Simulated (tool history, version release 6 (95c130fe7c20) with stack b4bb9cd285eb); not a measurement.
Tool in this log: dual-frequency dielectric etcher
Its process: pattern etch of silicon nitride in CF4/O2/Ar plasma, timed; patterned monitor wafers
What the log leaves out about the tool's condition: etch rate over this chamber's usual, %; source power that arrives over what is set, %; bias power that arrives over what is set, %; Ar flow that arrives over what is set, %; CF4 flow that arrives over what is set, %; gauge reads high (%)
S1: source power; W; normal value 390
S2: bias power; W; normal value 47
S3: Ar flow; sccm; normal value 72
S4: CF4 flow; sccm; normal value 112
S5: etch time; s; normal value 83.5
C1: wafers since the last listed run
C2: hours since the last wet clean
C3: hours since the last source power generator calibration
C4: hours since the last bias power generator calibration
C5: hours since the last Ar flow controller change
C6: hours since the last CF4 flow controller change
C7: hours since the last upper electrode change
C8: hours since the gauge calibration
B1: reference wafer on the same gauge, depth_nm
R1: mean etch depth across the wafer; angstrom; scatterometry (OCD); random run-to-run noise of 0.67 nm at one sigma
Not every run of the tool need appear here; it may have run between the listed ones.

run	day	S1	S2	S3	S4	S5	C1	C2	C3	C4	C5	C6	C7	C8	B1	R1
1	0.000	390	55	65	95	83.5	0	407.6	809.4	4872.4	73.6	62.7	3296.5	1759.0	118.0	1367
2	1.012	390	39	72	112	71.5	335	431.9	833.7	4896.7	97.9	87.0	3320.8	1783.3	118.0	1051
# day 3.546: gauge calibrated
# day 6.254: wet clean of the chamber
# day 6.908: upper electrode replaced, of another model than before
3	6.929	390	47	63	112	83.5	1415	16.2	975.7	5038.7	239.9	229.0	0.5	81.2	118.0	1334
4	8.700	320	47	72	112	83.5	587	58.7	1018.2	5081.2	282.4	271.5	43.0	123.7	117.8	1024
5	11.375	390	47	81	112	83.5	887	122.9	1082.4	5145.4	346.6	335.7	107.2	187.9	118.0	1321
6	14.254	390	47	72	112	74.5	955	192.0	1151.5	5214.5	415.7	404.8	176.3	257.0	118.0	1164
# day 15.158: bias power generator calibrated
7	16.329	390	47	86	112	83.5	633	241.8	1201.3	28.1	465.5	454.6	226.1	306.8	118.0	1287
8	17.942	470	39	72	112	83.5	534	280.5	1240.0	66.8	504.2	493.3	264.8	345.5	117.9	1581
9	20.458	390	47	72	112	83.5	834	340.9	1300.4	127.2	564.6	553.7	325.2	405.9	118.0	1302
10	21.733	480	47	72	112	83.5	423	371.5	1331.0	157.8	595.2	584.3	355.8	436.5	118.0	1669
11	23.625	390	38	85	128	91.0	627	416.9	1376.4	203.2	640.6	629.7	401.2	481.9	118.0	1359
# day 25.388: source power generator calibrated
12	25.708	390	47	72	112	83.5	635	466.9	7.7	253.2	690.6	679.7	451.2	531.9	118.0	1286
13	27.246	440	38	63	112	93.0	510	503.8	44.6	290.1	727.5	716.6	488.1	568.8	117.9	1615
14	28.821	340	47	72	112	83.5	522	541.6	82.4	327.9	765.3	754.4	525.9	606.6	117.9	1062
# day 30.958: wet clean of the chamber
15	31.104	420	47	72	96	90.0	425	3.5	137.2	382.7	820.1	809.2	580.7	661.4	118.0	1551
16	32.108	390	47	72	112	83.5	333	27.6	161.3	406.8	844.2	833.3	604.8	685.5	118.0	1331
17	34.929	390	47	62	126	105.5	935	95.3	229.0	474.5	911.9	901.0	672.5	753.2	118.2	1711
18	37.850	390	47	72	112	83.5	969	165.4	299.1	544.6	982.0	971.1	742.6	823.3	117.9	1306
19	40.758	480	47	87	112	67.5	964	235.2	368.9	614.4	1051.8	1040.9	812.4	893.1	117.9	1332
20	42.958	390	47	72	112	83.5	729	288.0	421.7	667.2	1104.6	1093.7	865.2	945.9	118.0	1310
21	45.662	420	47	81	119	90.0	897	352.9	486.6	732.1	1169.5	1158.6	930.1	1010.8	118.0	1517

Give the tool's hidden conditions for every run:
source power that arrives over what is set, %: 0 at every run
bias power that arrives over what is set, %: 0 at every run
Ar flow that arrives over what is set, %: 0 at every run
CF4 flow that arrives over what is set, %: 0 at every run
gauge reads high (%): 0 at every run
H1: etch rate over this chamber's usual, %
run	H1
1	-2.63
2	-2.8
3	-0.378
4	-0.687
5	-1.15
6	-1.66
7	-2.02
8	-2.3
9	-2.74
10	-2.96
11	-3.3
12	-3.66
13	-3.93
14	-4.2
15	-0.341
16	-0.516
17	-1.01
18	-1.52
19	-2.03
20	-2.41
21	-2.88

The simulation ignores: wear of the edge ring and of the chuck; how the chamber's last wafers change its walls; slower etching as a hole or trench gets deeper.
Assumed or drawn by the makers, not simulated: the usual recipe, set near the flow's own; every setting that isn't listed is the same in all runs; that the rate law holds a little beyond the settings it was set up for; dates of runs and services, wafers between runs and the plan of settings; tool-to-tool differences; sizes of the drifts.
